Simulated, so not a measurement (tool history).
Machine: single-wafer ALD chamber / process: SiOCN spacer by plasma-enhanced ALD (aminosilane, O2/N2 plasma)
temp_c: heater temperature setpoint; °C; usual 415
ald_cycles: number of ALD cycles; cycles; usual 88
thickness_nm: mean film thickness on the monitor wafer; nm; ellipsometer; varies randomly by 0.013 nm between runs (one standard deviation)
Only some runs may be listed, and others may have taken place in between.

| run | hour | temp_c | ald_cycles | wafers since the last listed run | hours since the last thermocouple change | hours since the gauge calibration | read-back reference wafer on the same gauge, thickness_nm | thickness_nm |
|---|---|---|---|---|---|---|---|---|
| 1 | 0 | 415 | 88 | 0 | 1799.1 | 29.4 | 5.802 | 5.168 |
| 2 | 12.6 | 415 | 88 | 39 | 1811.7 | 42 | 5.803 | 5.167 |
| 3 | 22 | 415 | 88 | 29 | 1821.1 | 51.4 | 5.804 | 5.159 |
| 4 | 72.7 | 415 | 88 | 158 | 1871.8 | 102.1 | 5.807 | 5.178 |
| 5 | 86.2 | 426 | 84 | 42 | 1885.3 | 115.6 | 5.801 | 4.764 |
| 6 | 93.5 | 415 | 80 | 22 | 1892.6 | 122.9 | 5.803 | 4.686 |
| 7 | 106.6 | 415 | 80 | 40 | 1905.7 | 136 | 5.801 | 4.691 |
| 8 | 117.9 | 415 | 72 | 35 | 1917 | 147.3 | 5.802 | 4.233 |
|  | 122.1 | gauge calibrated |
| 9 | 127.3 | 415 | 75 | 29 | 1926.4 | 5.2 | 5.801 | 4.412 |
| 10 | 141.2 | 424 | 75 | 43 | 1940.3 | 19.1 | 5.802 | 4.295 |
| 11 | 152 | 415 | 88 | 33 | 1951.1 | 29.9 | 5.802 | 5.183 |
|  | 167.9 | thermocouple changed; heater temperature recalibrated |
| 12 | 194.7 | 403 | 105 | 108 | 26.8 | 72.6 | 5.797 | 6.379 |
| 13 | 208.5 | 403 | 71 | 43 | 40.6 | 86.4 | 5.803 | 4.317 |
| 14 | 224.7 | 409 | 101 | 50 | 56.8 | 102.6 | 5.799 | 6.042 |

Across each entry between runs, compare the hidden state at the last listed run before it with the hidden state at the first listed run after it:
After run 8, before run 9: gauge calibrated (hour 122.1)
  both runs share identical hidden conditions
After run 11, before run 12: thermocouple changed; heater temperature recalibrated (hour 167.9)
  both runs share identical hidden conditions
